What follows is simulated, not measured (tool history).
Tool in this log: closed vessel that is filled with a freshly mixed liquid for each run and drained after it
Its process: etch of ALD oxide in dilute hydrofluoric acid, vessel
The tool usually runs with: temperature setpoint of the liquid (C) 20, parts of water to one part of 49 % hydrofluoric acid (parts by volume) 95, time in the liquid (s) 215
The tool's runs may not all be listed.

| run | hour | temperature setpoint of the liquid (C) | parts of water to one part of 49 % hydrofluoric acid (parts by volume) | time in the liquid (s) | wafers since the last listed run | hours since the thermometer was replaced | hours since the hydrofluoric acid flow meter was replaced | hours since the gauge calibration | read-back film thickness of the ALD oxide reference wafer, read on the same gauge (nm) | thickness taken off the ALD oxide on a monitor wafer (Å) |
|---|---|---|---|---|---|---|---|---|---|---|
| 1 | 0 | 20 | 95 | 215 | 0 | 464.4 | 204.9 | 559.6 | 129.97 | 378.1 |
| 2 | 37.7 | 20 | 95 | 215 | 2852 | 502.1 | 242.6 | 597.3 | 130 | 377.9 |
| 3 | 98.1 | 20 | 95 | 215 | 4569 | 562.5 | 303 | 657.7 | 129.98 | 372 |
| 4 | 163.5 | 20 | 95 | 215 | 4947 | 627.9 | 368.4 | 723.1 | 129.98 | 366.4 |
| 5 | 216.1 | 19 | 95 | 215 | 3979 | 680.5 | 421 | 775.7 | 129.98 | 363 |
| 6 | 283.3 | 19 | 95 | 215 | 5084 | 747.7 | 488.2 | 842.9 | 129.98 | 355.3 |
| 7 | 325 | 19 | 95 | 215 | 3154 | 789.4 | 529.9 | 884.6 | 130.01 | 360.4 |
|  | 358.9 | hydrofluoric acid flow meter replaced |
| 8 | 385.2 | 20 | 80 | 215 | 4478 | 849.6 | 26.3 | 944.8 | 130.04 | 457.3 |
| 9 | 433.6 | 20 | 65 | 215 | 3661 | 898 | 74.7 | 993.2 | 130 | 581.7 |
| 10 | 462.3 | 20 | 95 | 215 | 2171 | 926.7 | 103.4 | 1021.9 | 130.02 | 372 |
| 11 | 492.5 | 20 | 95 | 215 | 2284 | 956.9 | 133.6 | 1052.1 | 130.01 | 376.5 |
| 12 | 529 | 20 | 95 | 215 | 2761 | 993.4 | 170.1 | 1088.6 | 129.98 | 375.4 |
| 13 | 579.6 | 20 | 125 | 215 | 3828 | 1044 | 220.7 | 1139.2 | 130.04 | 271.4 |
| 14 | 615 | 21.5 | 55 | 320 | 2678 | 1079.4 | 256.1 | 1174.6 | 130 | 1100.2 |
| 15 | 669.1 | 20 | 95 | 215 | 4092 | 1133.5 | 310.2 | 1228.7 | 130.01 | 381.7 |
|  | 690.8 | gauge calibrated |
| 16 | 715.9 | 20 | 95 | 215 | 3540 | 1180.3 | 357 | 25.1 | 129.99 | 377.5 |
| 17 | 746 | 24 | 55 | 325 | 2277 | 1210.4 | 387.1 | 55.2 | 129.99 | 1192.8 |
| 18 | 789.4 | 19 | 95 | 215 | 3283 | 1253.8 | 430.5 | 98.6 | 129.98 | 360 |
|  | 814 | thermometer replaced |
| 19 | 853.2 | 20 | 95 | 165 | 4751 | 39.2 | 494.3 | 162.4 | 129.98 | 284.7 |
| 20 | 921.3 | 22 | 95 | 155 | 5152 | 107.3 | 562.4 | 230.5 | 130.05 | 292.3 |
| 21 | 957.2 | 17 | 60 | 85 | 2716 | 143.2 | 598.3 | 266.4 | 130 | 216.9 |
| 22 | 984.7 | 20 | 110 | 215 | 2080 | 170.7 | 625.8 | 293.9 | 129.99 | 321.7 |
|  | 993.1 | hydrofluoric acid flow meter replaced |
| 23 | 1021.5 | 18 | 130 | 105 | 2708 | 207.5 | 28.4 | 330.7 | 130.02 | 118.1 |
| 24 | 1057.2 | 18.5 | 115 | 215 | 2700 | 243.2 | 64.1 | 366.4 | 130.05 | 285.7 |
| 25 | 1098.9 | 17 | 95 | 170 | 3154 | 284.9 | 105.8 | 408.1 | 129.96 | 262 |
| 26 | 1168.9 | 20 | 65 | 215 | 5295 | 354.9 | 175.8 | 478.1 | 129.99 | 568 |
| 27 | 1194.4 | 20 | 95 | 215 | 1929 | 380.4 | 201.3 | 503.6 | 129.98 | 371.8 |
| 28 | 1232.8 | 18.5 | 50 | 135 | 2905 | 418.8 | 239.7 | 542 | 129.97 | 444.2 |
| 29 | 1279.7 | 18.5 | 140 | 215 | 3548 | 465.7 | 286.6 | 588.9 | 130.01 | 228.5 |
| 30 | 1321.2 | 20 | 80 | 135 | 3139 | 507.2 | 328.1 | 630.4 | 130 | 287.9 |
|  | 1498.2 | hydrofluoric acid flow meter replaced |
| 31 | 1526.9 | 20 | 95 | 215 | 15486 | 712.9 | 28.7 | 836.1 | 129.95 | 377.7 |
| 32 | 1588.6 | 20 | 95 | 215 | 4667 | 774.6 | 90.4 | 897.8 | 129.99 | 375 |
| 33 | 1644.6 | 20 | 95 | 215 | 4236 | 830.6 | 146.4 | 953.8 | 130.03 | 378 |

Hidden state, per run?
liquid colder than its thermometer reads (K): 0, the same for each run
hydrofluoric acid flow below the setpoint (%): 0, the same for each run
gauge reads high (%): 0, the same for each run
